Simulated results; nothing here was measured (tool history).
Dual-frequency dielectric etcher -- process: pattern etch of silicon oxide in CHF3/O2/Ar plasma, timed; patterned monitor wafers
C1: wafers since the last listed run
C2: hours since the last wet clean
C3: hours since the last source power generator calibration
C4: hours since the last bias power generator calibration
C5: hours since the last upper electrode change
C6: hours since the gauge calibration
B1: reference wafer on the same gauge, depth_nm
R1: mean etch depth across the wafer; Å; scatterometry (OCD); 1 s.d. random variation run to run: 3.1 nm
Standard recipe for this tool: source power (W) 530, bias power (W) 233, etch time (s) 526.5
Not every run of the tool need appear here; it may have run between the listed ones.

{"run": 1, "hour": 0.0, "source power (W)": 600, "bias power (W)": 251, "etch time (s)": 526.5, "C1": 0, "C2": 365.7, "C3": 3341.2, "C4": 1897.9, "C5": 2249.7, "C6": 551.6, "B1": 1110.4, "R1": 11276}
{"run": 2, "hour": 52.9, "source power (W)": 530, "bias power (W)": 233, "etch time (s)": 526.5, "C1": 227, "C2": 418.6, "C3": 3394.1, "C4": 1950.8, "C5": 2302.6, "C6": 604.5, "B1": 1110.1, "R1": 10315}
{"run": 3, "hour": 105.3, "source power (W)": 470, "bias power (W)": 233, "etch time (s)": 526.5, "C1": 225, "C2": 471, "C3": 3446.5, "C4": 2003.2, "C5": 2355, "C6": 656.9, "B1": 1110, "R1": 9897}
{"hour": 147.6, "done": "wet clean of the chamber"}
{"run": 4, "hour": 148.1, "source power (W)": 470, "bias power (W)": 233, "etch time (s)": 526.5, "C1": 80, "C2": 0.5, "C3": 3489.3, "C4": 2046, "C5": 2397.8, "C6": 699.7, "B1": 1109.6, "R1": 9931}
{"hour": 217.1, "done": "upper electrode replaced"}
{"run": 5, "hour": 217.6, "source power (W)": 530, "bias power (W)": 233, "etch time (s)": 526.5, "C1": 195, "C2": 70, "C3": 3558.8, "C4": 2115.5, "C5": 0.5, "C6": 769.2, "B1": 1109.9, "R1": 10367}
{"run": 6, "hour": 245.9, "source power (W)": 530, "bias power (W)": 233, "etch time (s)": 526.5, "C1": 121, "C2": 98.3, "C3": 3587.1, "C4": 2143.8, "C5": 28.8, "C6": 797.5, "B1": 1110.4, "R1": 10282}
{"run": 7, "hour": 283.3, "source power (W)": 530, "bias power (W)": 233, "etch time (s)": 526.5, "C1": 160, "C2": 135.7, "C3": 3624.5, "C4": 2181.2, "C5": 66.2, "C6": 834.9, "B1": 1110.3, "R1": 10355}
{"run": 8, "hour": 313.1, "source power (W)": 530, "bias power (W)": 233, "etch time (s)": 574, "C1": 128, "C2": 165.5, "C3": 3654.3, "C4": 2211, "C5": 96, "C6": 864.7, "B1": 1109.9, "R1": 11270}
{"run": 9, "hour": 348.4, "source power (W)": 530, "bias power (W)": 233, "etch time (s)": 574, "C1": 151, "C2": 200.8, "C3": 3689.6, "C4": 2246.3, "C5": 131.3, "C6": 900, "B1": 1109.5, "R1": 11209}
{"run": 10, "hour": 377.2, "source power (W)": 430, "bias power (W)": 252, "etch time (s)": 395, "C1": 123, "C2": 229.6, "C3": 3718.4, "C4": 2275.1, "C5": 160.1, "C6": 928.8, "B1": 1110.2, "R1": 7458}
{"hour": 445.3, "done": "source power generator calibrated"}
{"run": 11, "hour": 502.4, "source power (W)": 480, "bias power (W)": 193, "etch time (s)": 414, "C1": 520, "C2": 354.8, "C3": 57.1, "C4": 2400.3, "C5": 285.3, "C6": 1054, "B1": 1110.2, "R1": 7051}
{"run": 12, "hour": 543.3, "source power (W)": 460, "bias power (W)": 193, "etch time (s)": 526.5, "C1": 175, "C2": 395.7, "C3": 98, "C4": 2441.2, "C5": 326.2, "C6": 1094.9, "B1": 1111.2, "R1": 8805}
{"hour": 569.8, "done": "wet clean of the chamber"}
{"run": 13, "hour": 591.5, "source power (W)": 450, "bias power (W)": 196, "etch time (s)": 403, "C1": 103, "C2": 21.7, "C3": 146.2, "C4": 2489.4, "C5": 374.4, "C6": 1143.1, "B1": 1110.5, "R1": 6762}
{"run": 14, "hour": 637.9, "source power (W)": 450, "bias power (W)": 190, "etch time (s)": 482.5, "C1": 199, "C2": 68.1, "C3": 192.6, "C4": 2535.8, "C5": 420.8, "C6": 1189.5, "B1": 1110.8, "R1": 7927}
{"run": 15, "hour": 672.1, "source power (W)": 460, "bias power (W)": 247, "etch time (s)": 526.5, "C1": 146, "C2": 102.3, "C3": 226.8, "C4": 2570, "C5": 455, "C6": 1223.7, "B1": 1109.5, "R1": 10172}
{"run": 16, "hour": 715.4, "source power (W)": 530, "bias power (W)": 250, "etch time (s)": 660.5, "C1": 186, "C2": 145.6, "C3": 270.1, "C4": 2613.3, "C5": 498.3, "C6": 1267, "B1": 1110.2, "R1": 13374}
{"run": 17, "hour": 756.1, "source power (W)": 530, "bias power (W)": 193, "etch time (s)": 526.5, "C1": 174, "C2": 186.3, "C3": 310.8, "C4": 2654, "C5": 539, "C6": 1307.7, "B1": 1109.2, "R1": 9317}
{"run": 18, "hour": 809.2, "source power (W)": 530, "bias power (W)": 289, "etch time (s)": 481, "C1": 228, "C2": 239.4, "C3": 363.9, "C4": 2707.1, "C5": 592.1, "C6": 1360.8, "B1": 1109.6, "R1": 10546}
{"hour": 855.4, "done": "bias power generator calibrated"}
{"run": 19, "hour": 872.6, "source power (W)": 530, "bias power (W)": 190, "etch time (s)": 526.5, "C1": 255, "C2": 302.8, "C3": 427.3, "C4": 17.2, "C5": 655.5, "C6": 1424.2, "B1": 1110.6, "R1": 9413}
{"run": 20, "hour": 904.0, "source power (W)": 530, "bias power (W)": 248, "etch time (s)": 418, "C1": 134, "C2": 334.2, "C3": 458.7, "C4": 48.6, "C5": 686.9, "C6": 1455.6, "B1": 1109, "R1": 8547}
{"run": 21, "hour": 942.1, "source power (W)": 620, "bias power (W)": 233, "etch time (s)": 526.5, "C1": 163, "C2": 372.3, "C3": 496.8, "C4": 86.7, "C5": 725, "C6": 1493.7, "B1": 1110.2, "R1": 11122}
{"hour": 1050.3, "done": "wet clean of the chamber"}
{"hour": 1125.7, "done": "gauge calibrated"}
{"run": 22, "hour": 1146.8, "source power (W)": 530, "bias power (W)": 233, "etch time (s)": 410.5, "C1": 776, "C2": 96.5, "C3": 701.5, "C4": 291.4, "C5": 929.7, "C6": 21.1, "B1": 1110.1, "R1": 8125}
{"run": 23, "hour": 1180.2, "source power (W)": 530, "bias power (W)": 233, "etch time (s)": 526.5, "C1": 143, "C2": 129.9, "C3": 734.9, "C4": 324.8, "C5": 963.1, "C6": 54.5, "B1": 1109, "R1": 10435}
{"run": 24, "hour": 1233.5, "source power (W)": 640, "bias power (W)": 250, "etch time (s)": 435.5, "C1": 228, "C2": 183.2, "C3": 788.2, "C4": 378.1, "C5": 1016.4, "C6": 107.8, "B1": 1110, "R1": 9663}
{"run": 25, "hour": 1269.8, "source power (W)": 480, "bias power (W)": 269, "etch time (s)": 526.5, "C1": 155, "C2": 219.5, "C3": 824.5, "C4": 414.4, "C5": 1052.7, "C6": 144.1, "B1": 1109.8, "R1": 10854}
{"run": 26, "hour": 1319.0, "source power (W)": 620, "bias power (W)": 202, "etch time (s)": 484, "C1": 211, "C2": 268.7, "C3": 873.7, "C4": 463.6, "C5": 1101.9, "C6": 193.3, "B1": 1111.2, "R1": 9433}
{"run": 27, "hour": 1374.5, "source power (W)": 530, "bias power (W)": 283, "etch time (s)": 526.5, "C1": 238, "C2": 324.2, "C3": 929.2, "C4": 519.1, "C5": 1157.4, "C6": 248.8, "B1": 1110, "R1": 11558}
{"run": 28, "hour": 1443.3, "source power (W)": 580, "bias power (W)": 233, "etch time (s)": 441.5, "C1": 295, "C2": 393, "C3": 998, "C4": 587.9, "C5": 1226.2, "C6": 317.6, "B1": 1109.6, "R1": 9056}
{"hour": 1530.7, "done": "wet clean of the chamber"}
{"run": 29, "hour": 1563.7, "source power (W)": 530, "bias power (W)": 200, "etch time (s)": 526.5, "C1": 414, "C2": 33, "C3": 1118.4, "C4": 708.3, "C5": 1346.6, "C6": 438, "B1": 1109.9, "R1": 9543}
{"run": 30, "hour": 1598.9, "source power (W)": 430, "bias power (W)": 252, "etch time (s)": 395, "C1": 151, "C2": 68.2, "C3": 1153.6, "C4": 743.5, "C5": 1381.8, "C6": 473.2, "B1": 1109.9, "R1": 7538}

How would selected steps in R1 from run to run divide? Give the signed amount a tool lacking its hidden state would still show from settings, what came in and random variation, and the signed amount left for the hidden state, including any gauge scatter that is not in both of the compared results.
Hidden state present: etch rate over this chamber's usual, %; source power that arrives over what is set, %; bias power that arrives over what is set, %; gauge reads high (%).
Run 9 -> 10: source power (W) 530 -> 430, bias power (W) 233 -> 252, etch time (s) 574 -> 395. R1 -3751 Å: hidden state +42, all else -3793.
Run 15 -> 16: source power (W) 460 -> 530, bias power (W) 247 -> 250, etch time (s) 526.5 -> 660.5. R1 +3202 Å: hidden state -49, all else +3251.
Run 16 -> 17: bias power (W) 250 -> 193, etch time (s) 660.5 -> 526.5. R1 -4057 Å: hidden state +67, all else -4124.
Run 18 -> 19: bias power (W) 289 -> 190, etch time (s) 481 -> 526.5, bias power generator calibrated. R1 -1133 Å: hidden state +180, all else -1313.
